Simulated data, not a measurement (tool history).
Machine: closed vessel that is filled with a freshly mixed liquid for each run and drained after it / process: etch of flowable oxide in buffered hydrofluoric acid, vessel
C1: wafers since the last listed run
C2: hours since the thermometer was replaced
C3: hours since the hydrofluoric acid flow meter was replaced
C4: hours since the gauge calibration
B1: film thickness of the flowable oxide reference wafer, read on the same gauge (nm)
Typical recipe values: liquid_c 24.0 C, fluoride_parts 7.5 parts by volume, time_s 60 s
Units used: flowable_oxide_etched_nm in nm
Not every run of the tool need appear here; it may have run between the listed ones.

{"run": 1, "hour": 0.0, "liquid_c": 24.0, "fluoride_parts": 7.5, "time_s": 60, "C1": 0, "C2": 2268.3, "C3": 1995.7, "C4": 47.7, "B1": 110.0, "flowable_oxide_etched_nm": 179.9}
{"run": 2, "hour": 67.6, "liquid_c": 24.0, "fluoride_parts": 7.5, "time_s": 60, "C1": 9833, "C2": 2335.9, "C3": 2063.3, "C4": 115.3, "B1": 109.99, "flowable_oxide_etched_nm": 179.31}
{"run": 3, "hour": 122.7, "liquid_c": 24.0, "fluoride_parts": 7.5, "time_s": 60, "C1": 8015, "C2": 2391.0, "C3": 2118.4, "C4": 170.4, "B1": 110.0, "flowable_oxide_etched_nm": 176.92}
{"run": 4, "hour": 169.4, "liquid_c": 24.0, "fluoride_parts": 7.5, "time_s": 60, "C1": 6793, "C2": 2437.7, "C3": 2165.1, "C4": 217.1, "B1": 110.0, "flowable_oxide_etched_nm": 175.88}
{"run": 5, "hour": 201.9, "liquid_c": 21.5, "fluoride_parts": 7.5, "time_s": 60, "C1": 4727, "C2": 2470.2, "C3": 2197.6, "C4": 249.6, "B1": 110.01, "flowable_oxide_etched_nm": 153.47}
{"run": 6, "hour": 235.2, "liquid_c": 21.5, "fluoride_parts": 7.5, "time_s": 60, "C1": 4844, "C2": 2503.5, "C3": 2230.9, "C4": 282.9, "B1": 109.99, "flowable_oxide_etched_nm": 149.74}
{"hour": 267.2, "done": "hydrofluoric acid flow meter replaced"}
{"run": 7, "hour": 281.3, "liquid_c": 21.5, "fluoride_parts": 7.5, "time_s": 60, "C1": 6560, "C2": 2549.6, "C3": 14.1, "C4": 329.0, "B1": 110.01, "flowable_oxide_etched_nm": 175.2}
{"hour": 284.8, "done": "thermometer replaced"}
{"run": 8, "hour": 352.0, "liquid_c": 28.0, "fluoride_parts": 7.5, "time_s": 75, "C1": 10139, "C2": 67.2, "C3": 84.8, "C4": 399.7, "B1": 110.0, "flowable_oxide_etched_nm": 350.89}
{"run": 9, "hour": 386.0, "liquid_c": 24.0, "fluoride_parts": 7.5, "time_s": 60, "C1": 4945, "C2": 101.2, "C3": 118.8, "C4": 433.7, "B1": 110.0, "flowable_oxide_etched_nm": 227.82}

Expected results for the next run?
{"run": 10, "hour": 438.7, "liquid_c": 24.0, "fluoride_parts": 7.5, "time_s": 60, "C1": 7666, "C2": 153.9, "C3": 171.5, "C4": 486.4, "B1": "?", "flowable_oxide_etched_nm": "?"}

{"run 10": {"B1": 110.02, "flowable_oxide_etched_nm": 227.52}}
With no hidden state in the tool, this same run would have given flowable_oxide_etched_nm 233.39 nm.
